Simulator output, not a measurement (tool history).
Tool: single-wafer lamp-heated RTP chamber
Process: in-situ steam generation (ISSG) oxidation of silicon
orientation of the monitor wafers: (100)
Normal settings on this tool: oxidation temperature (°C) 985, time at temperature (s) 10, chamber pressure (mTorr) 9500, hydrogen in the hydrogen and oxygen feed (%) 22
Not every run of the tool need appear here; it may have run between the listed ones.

run,hour,oxidation temperature (°C),time at temperature (s),chamber pressure (mTorr),hydrogen in the hydrogen and oxygen feed (%),"read-back reference wafer on the same gauge, thickness",oxide thickness on the monitor wafer (angstrom)
1,0,985,10,9500,22,5.492,46.36
2,50.5,985,10,9500,22,5.486,46.06
3,133.4,985,10,9500,22,5.497,46.3
4,189,985,10,9500,22,5.492,46.91
5,266.9,985,10,9500,22,5.488,46.81
6,354.6,985,10,9500,22,5.488,47.46
# hour 406.6: pyrometer window cleaned and pyrometer calibrated
7,422.6,985,10,9500,22,5.491,46.46
8,460.4,985,10,9500,22,5.499,46.29
9,544.6,985,10,9500,22,5.498,46.23
# hour 606.5: gauge calibrated
10,612.3,985,10,9500,28,5.492,49.58
11,707.7,994,10,9500,22,5.485,48.53
12,787.6,994,10,9500,22,5.49,48.96
# hour 824.3: pyrometer window cleaned and pyrometer calibrated
13,852,994,10,9500,22,5.502,47.47
14,902.6,985,10,9500,22,5.489,46.37
15,952.4,985,10,9500,17,5.495,43.64
16,1020.1,970,13,10200,14,5.482,44.26
# hour 1059.4: pressure gauge zeroed
17,1111.7,985,10,9500,22,5.495,47.27
# hour 1120.1: hydrogen flow controller replaced
# hour 1165.3: pyrometer window cleaned and pyrometer calibrated
18,1202.6,985,10,9500,22,5.495,46.06
19,1253.1,985,10,10200,25,5.493,46.9
20,1318,1003,10,9500,22,5.489,49.32
21,1358.8,985,12,9500,22,5.492,50.18
22,1464.7,985,10,9500,22,5.501,47.02
23,1555.3,992,11,8000,15,5.494,46.66
# hour 1577.1: pyrometer window cleaned and pyrometer calibrated
24,1596.6,977,10,9500,22,5.493,45.05
25,1643.4,985,10,8800,27,5.493,49.74
26,1688.9,985,10,9500,16,5.481,43.11
27,1757.8,985,7,10200,13,5.495,35.06
28,1853.2,985,10,9500,22,5.496,47.07
29,1941.8,985,7,9500,18,5.495,39.12

For each run, what was the tool's unlogged condition?
true pressure minus gauge reading, Torr: 0, the same for each run
deviation of the hydrogen flow from its setpoint, %: 0, the same for each run
gauge reads high (%): 0, the same for each run
H1: true wafer temperature minus pyrometer reading, K
run,H1
1,0.7
2,1.11
3,2.51
4,3.96
5,6.68
6,10.7
7,1.18
8,1.36
9,2.43
10,3.97
11,7.18
12,10.8
13,1.57
14,1.93
15,2.61
16,4.06
17,7
18,0.812
19,1.23
20,2.27
21,3.2
22,6.66
23,10.8
24,0.46
25,0.726
26,1.26
27,2.6
28,5.49
29,9.25

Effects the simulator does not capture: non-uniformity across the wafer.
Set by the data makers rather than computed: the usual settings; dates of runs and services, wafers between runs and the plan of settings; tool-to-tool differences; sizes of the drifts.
